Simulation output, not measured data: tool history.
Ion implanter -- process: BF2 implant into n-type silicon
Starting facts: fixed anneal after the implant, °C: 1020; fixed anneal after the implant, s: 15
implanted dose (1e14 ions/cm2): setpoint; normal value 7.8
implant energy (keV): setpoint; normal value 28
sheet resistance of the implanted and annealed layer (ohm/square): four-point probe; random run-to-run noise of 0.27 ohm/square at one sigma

run   hour  implanted dose (1e14 ions/cm2)  implant energy (keV)  read-back reference wafer on the same gauge, sheet resistance  sheet resistance of the implanted and annealed layer (ohm/square)
  1      0                             7.8                    32                                                         156.01                                                             167.12
  2   31.2                             7.8                    28                                                          156.1                                                             173.11
  3   49.4                             7.8                    28                                                          156.1                                                             173.86
  4   83.7                             7.8                    28                                                         156.06                                                             173.94
  5  112.9                             7.8                    28                                                         156.04                                                             173.63
     135.3  -- extraction supply calibrated
  6    146                             7.8                    28                                                            156                                                             173.48
     169.8  -- Faraday cup replaced and dose calibrated
  7  170.6                            9.65                    28                                                         156.04                                                             163.58
  8  202.4                             7.8                    35                                                         155.97                                                             174.95
     227.6  -- Faraday cup replaced and dose calibrated, repeated, since the last time left the tool worse
  9  233.2                           10.12                    25                                                          156.1                                                             161.74
 10  247.9                            9.17                  23.5                                                         156.07                                                             172.98
       260  -- gauge calibrated
 11  276.2                            5.93                  36.5                                                         156.03                                                             204.81
 12  306.1                             7.8                    28                                                         155.97                                                             177.62
 13  319.3                            8.39                    21                                                         155.91                                                             187.21
 14  345.2                            7.05                    28                                                         155.88                                                             189.47

5 ways to go on from here, each from the tool as it stands after run 14. What would each give?
  A  345.6                             7.8                    28                                                              ?                                                                  ?
  B  345.6                            8.39                    33                                                              ?                                                                  ?
  C  345.6                            6.92                    20                                                              ?                                                                  ?
  D  345.6                            7.13                    28                                                              ?                                                                  ?
  E  345.6                            8.86                  36.5                                                              ?                                                                  ?

run  read-back reference wafer on the same gauge, sheet resistance  sheet resistance of the implanted and annealed layer (ohm/square)
  A                                                         156.02                                                             177.74
  B                                                         156.02                                                             162.06
  C                                                         156.02                                                             210.55
  D                                                         156.02                                                             188.12
  E                                                         156.02                                                              152.2
With no hidden state in the tool, these same runs would have given:
run  sheet resistance of the implanted and annealed layer (ohm/square)
  A                                                             178.23
  B                                                             162.52
  C                                                             211.09
  D                                                             188.68
  E                                                             152.64
